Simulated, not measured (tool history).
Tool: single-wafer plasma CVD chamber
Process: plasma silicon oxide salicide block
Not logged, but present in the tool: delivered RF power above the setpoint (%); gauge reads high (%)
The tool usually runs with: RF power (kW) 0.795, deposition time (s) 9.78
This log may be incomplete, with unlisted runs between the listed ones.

run	day	RF power (kW)	deposition time (s)	wafers since the last listed run	hours since the last RF generator calibration	hours since the showerhead was replaced	hours since the gauge calibration	read-back reference wafer on the same gauge, thickness_nm	mean film thickness on the monitor wafer (angstrom)
1	0.000	0.920	9.78	0	1561.5	2610.6	848.5	109.849	993.07
2	1.104	0.920	9.78	1136	1588.0	2637.1	875.0	109.881	995.45
3	2.962	0.795	9.78	1913	1632.6	2681.7	919.6	109.794	947.19
4	4.254	0.795	9.78	1329	1663.6	2712.7	950.6	109.635	945.90
5	6.533	0.795	9.78	2346	1718.3	2767.4	1005.3	109.830	942.03
6	8.392	0.795	9.78	1913	1762.9	2812.0	1049.9	109.994	947.17
7	9.783	0.795	9.78	1432	1796.3	2845.4	1083.3	109.779	936.75
8	11.288	0.795	9.78	1548	1832.4	2881.5	1119.4	109.797	940.57
9	12.933	0.795	9.78	1694	1871.9	2921.0	1158.9	109.808	940.02
10	15.842	0.795	10.92	2994	1941.7	2990.8	1228.7	109.683	1052.30
11	16.967	0.795	10.92	1158	1968.7	3017.8	1255.7	109.763	1050.64
12	19.008	0.795	9.78	2101	2017.7	3066.8	1304.7	109.679	940.36
13	21.417	0.795	9.78	2479	2075.5	3124.6	1362.5	109.724	940.46
14	24.550	0.795	9.78	3225	2150.7	3199.8	1437.7	109.626	939.66
15	25.771	0.705	9.78	1256	2180.0	3229.1	1467.0	109.778	898.28
16	27.629	0.795	9.78	1913	2224.6	3273.7	1511.6	109.709	941.97
17	30.517	0.795	9.78	2972	2293.9	3343.0	1580.9	109.705	940.93
18	32.717	0.660	10.48	2264	2346.7	3395.8	1633.7	110.006	943.53
19	34.204	0.795	10.82	1531	2382.4	3431.5	1669.4	109.702	1038.72
# day 34.654: showerhead replaced
20	35.446	0.880	11.17	935	2412.2	19.0	1699.2	109.703	1117.11
21	38.346	0.735	11.62	2985	2481.8	88.6	1768.8	109.866	1084.90
22	40.404	0.745	9.78	2118	2531.2	138.0	1818.2	109.775	914.74
23	41.758	0.695	10.71	1394	2563.7	170.5	1850.7	109.800	980.47
24	43.279	0.795	9.78	1565	2600.2	207.0	1887.2	109.758	942.39
25	44.517	0.795	9.78	1273	2629.9	236.7	1916.9	109.975	940.62
# day 45.175: gauge calibrated
26	45.833	0.735	8.71	1355	2661.5	268.3	15.8	109.828	814.46
27	47.162	0.795	9.78	1368	2693.4	300.2	47.7	109.913	941.41
# day 47.988: RF generator calibrated
28	49.383	0.890	11.42	1943	33.5	353.5	101.0	109.660	1171.53
29	50.529	0.795	9.78	1179	61.0	381.0	128.5	109.788	967.84
30	52.129	0.660	10.48	1647	99.4	419.4	166.9	109.800	969.78
31	53.592	0.650	8.87	1505	134.5	454.5	202.0	109.810	819.84
32	55.442	0.795	9.78	1904	178.9	498.9	246.4	109.721	963.83
33	58.117	0.795	8.78	2753	243.1	563.1	310.6	109.708	858.57
34	60.004	0.795	8.78	1943	288.4	608.4	355.9	109.815	861.48
35	62.992	0.945	9.78	3075	360.1	680.1	427.6	109.723	1017.25

Take each entry between the runs: how does the hidden state at the last listed run before it differ from the hidden state at the first listed run after it?
In the gap between runs 19 and 20: showerhead replaced (day 34.654)
  delivered RF power above the setpoint (%): -9.02 -> -9.04
  the result without the hidden state subtracted from the measured one, mean film thickness on the monitor wafer (angstrom): -34.62 -> -37.31
In the gap between runs 25 and 26: gauge calibrated (day 45.175)
  delivered RF power above the setpoint (%): -9.15 -> -9.16
  the result without the hidden state subtracted from the measured one, mean film thickness on the monitor wafer (angstrom): -31.84 -> -27.61
In the gap between runs 27 and 28: RF generator calibrated (day 47.988)
  delivered RF power above the setpoint (%): -9.18 -> -1.36
  the result without the hidden state subtracted from the measured one, mean film thickness on the monitor wafer (angstrom): -31.96 -> -5.55
